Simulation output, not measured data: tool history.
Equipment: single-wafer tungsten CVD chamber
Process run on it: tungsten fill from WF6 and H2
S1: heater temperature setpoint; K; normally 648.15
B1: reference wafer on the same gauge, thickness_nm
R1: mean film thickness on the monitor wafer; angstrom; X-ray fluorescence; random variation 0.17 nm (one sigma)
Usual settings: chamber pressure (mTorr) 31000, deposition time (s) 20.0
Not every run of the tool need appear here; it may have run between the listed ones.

run 1 hour=0.0 | S1=654.15 chamber_pressure_(mTorr)=29400 deposition_time_(s)=20.0 | B1=43.163 | R1=364.34
run 2 hour=35.8 | S1=654.15 chamber_pressure_(mTorr)=29400 deposition_time_(s)=20.0 | B1=43.178 | R1=361.56
run 3 hour=69.3 | S1=648.15 chamber_pressure_(mTorr)=34300 deposition_time_(s)=20.0 | B1=43.241 | R1=352.82
run 4 hour=100.0 | S1=648.15 chamber_pressure_(mTorr)=34300 deposition_time_(s)=20.0 | B1=43.192 | R1=348.83
run 5 hour=135.1 | S1=648.15 chamber_pressure_(mTorr)=34300 deposition_time_(s)=20.0 | B1=43.215 | R1=349.86
-- hour=145.1 gauge calibrated
run 6 hour=153.0 | S1=648.15 chamber_pressure_(mTorr)=31000 deposition_time_(s)=20.0 | B1=43.221 | R1=330.31
run 7 hour=182.1 | S1=648.15 chamber_pressure_(mTorr)=28000 deposition_time_(s)=20.0 | B1=43.165 | R1=311.46
run 8 hour=203.6 | S1=648.15 chamber_pressure_(mTorr)=28000 deposition_time_(s)=20.0 | B1=43.141 | R1=312.44
run 9 hour=239.5 | S1=648.15 chamber_pressure_(mTorr)=28000 deposition_time_(s)=20.0 | B1=43.237 | R1=310.17
run 10 hour=271.4 | S1=648.15 chamber_pressure_(mTorr)=28400 deposition_time_(s)=20.0 | B1=43.139 | R1=312.58
-- hour=280.4 thermocouple changed; heater temperature recalibrated
run 11 hour=291.7 | S1=648.15 chamber_pressure_(mTorr)=28400 deposition_time_(s)=20.0 | B1=43.188 | R1=338.56
run 12 hour=327.0 | S1=648.15 chamber_pressure_(mTorr)=31000 deposition_time_(s)=20.0 | B1=43.210 | R1=349.24
run 13 hour=362.7 | S1=657.15 chamber_pressure_(mTorr)=28100 deposition_time_(s)=23.4 | B1=43.200 | R1=459.06
run 14 hour=393.3 | S1=654.15 chamber_pressure_(mTorr)=31000 deposition_time_(s)=20.0 | B1=43.106 | R1=392.27
run 15 hour=406.6 | S1=636.15 chamber_pressure_(mTorr)=24800 deposition_time_(s)=20.0 | B1=43.178 | R1=248.71
-- hour=427.1 capacitance manometer re-zeroed and calibrated
-- hour=427.1 showerhead replaced
run 16 hour=427.6 | S1=658.15 chamber_pressure_(mTorr)=36000 deposition_time_(s)=21.7 | B1=43.204 | R1=502.24
run 17 hour=443.6 | S1=648.15 chamber_pressure_(mTorr)=31000 deposition_time_(s)=20.0 | B1=43.196 | R1=359.79
run 18 hour=473.8 | S1=648.15 chamber_pressure_(mTorr)=31000 deposition_time_(s)=20.0 | B1=43.248 | R1=355.06
run 19 hour=492.2 | S1=662.15 chamber_pressure_(mTorr)=33600 deposition_time_(s)=16.1 | B1=43.175 | R1=386.59
run 20 hour=524.9 | S1=648.15 chamber_pressure_(mTorr)=31000 deposition_time_(s)=22.7 | B1=43.279 | R1=402.75
run 21 hour=546.9 | S1=657.15 chamber_pressure_(mTorr)=27300 deposition_time_(s)=22.8 | B1=43.200 | R1=445.62
run 22 hour=574.1 | S1=663.15 chamber_pressure_(mTorr)=31000 deposition_time_(s)=20.0 | B1=43.162 | R1=466.20
run 23 hour=600.1 | S1=648.15 chamber_pressure_(mTorr)=31000 deposition_time_(s)=20.0 | B1=43.243 | R1=356.92
run 24 hour=618.0 | S1=635.15 chamber_pressure_(mTorr)=31000 deposition_time_(s)=20.0 | B1=43.216 | R1=280.09
run 25 hour=631.7 | S1=634.15 chamber_pressure_(mTorr)=31000 deposition_time_(s)=17.4 | B1=43.171 | R1=236.84
run 26 hour=658.2 | S1=656.15 chamber_pressure_(mTorr)=31000 deposition_time_(s)=23.7 | B1=43.227 | R1=488.26
run 27 hour=688.2 | S1=648.15 chamber_pressure_(mTorr)=31000 deposition_time_(s)=20.0 | B1=43.172 | R1=355.24
run 28 hour=701.6 | S1=660.15 chamber_pressure_(mTorr)=33100 deposition_time_(s)=21.6 | B1=43.150 | R1=492.79
run 29 hour=722.7 | S1=654.15 chamber_pressure_(mTorr)=24400 deposition_time_(s)=18.0 | B1=43.240 | R1=314.15
run 30 hour=784.2 | S1=648.15 chamber_pressure_(mTorr)=31000 deposition_time_(s)=20.0 | B1=43.163 | R1=356.45
run 31 hour=799.8 | S1=662.15 chamber_pressure_(mTorr)=33600 deposition_time_(s)=16.1 | B1=43.135 | R1=382.56
run 32 hour=834.2 | S1=659.15 chamber_pressure_(mTorr)=28500 deposition_time_(s)=17.5 | B1=43.226 | R1=360.20
run 33 hour=863.9 | S1=660.15 chamber_pressure_(mTorr)=33000 deposition_time_(s)=20.0 | B1=43.249 | R1=451.88
run 34 hour=898.0 | S1=648.15 chamber_pressure_(mTorr)=38200 deposition_time_(s)=18.3 | B1=43.217 | R1=355.89

For some of the steps in R1 from one run to the next: how much would appear even if the tool had no hidden state, given the settings, what came in and random variation, and how much remains for the hidden state plus any gauge scatter that the measured result and the result without hidden state don't share?
The hidden state here: wafer temperature above the value expected at the setpoint (K); true pressure above the setpoint (%); gauge reads high (%).
Run 10 -> 11: thermocouple changed; heater temperature recalibrated. R1 +25.98 angstrom: hidden state +24.30, all else +1.68.
Run 14 -> 15: S1 654.15 -> 636.15, chamber pressure (mTorr) 31000 -> 24800. R1 -143.56 angstrom: hidden state +4.28, all else -147.84.
Run 15 -> 16: S1 636.15 -> 658.15, chamber pressure (mTorr) 24800 -> 36000, deposition time (s) 20.0 -> 21.7, capacitance manometer re-zeroed and calibrated, showerhead replaced. R1 +253.53 angstrom: hidden state +2.20, all else +251.33.
Run 25 -> 26: S1 634.15 -> 656.15, deposition time (s) 17.4 -> 23.7. R1 +251.42 angstrom: hidden state -4.02, all else +255.44.
Run 28 -> 29: S1 660.15 -> 654.15, chamber pressure (mTorr) 33100 -> 24400, deposition time (s) 21.6 -> 18.0. R1 -178.64 angstrom: hidden state +2.82, all else -181.46.
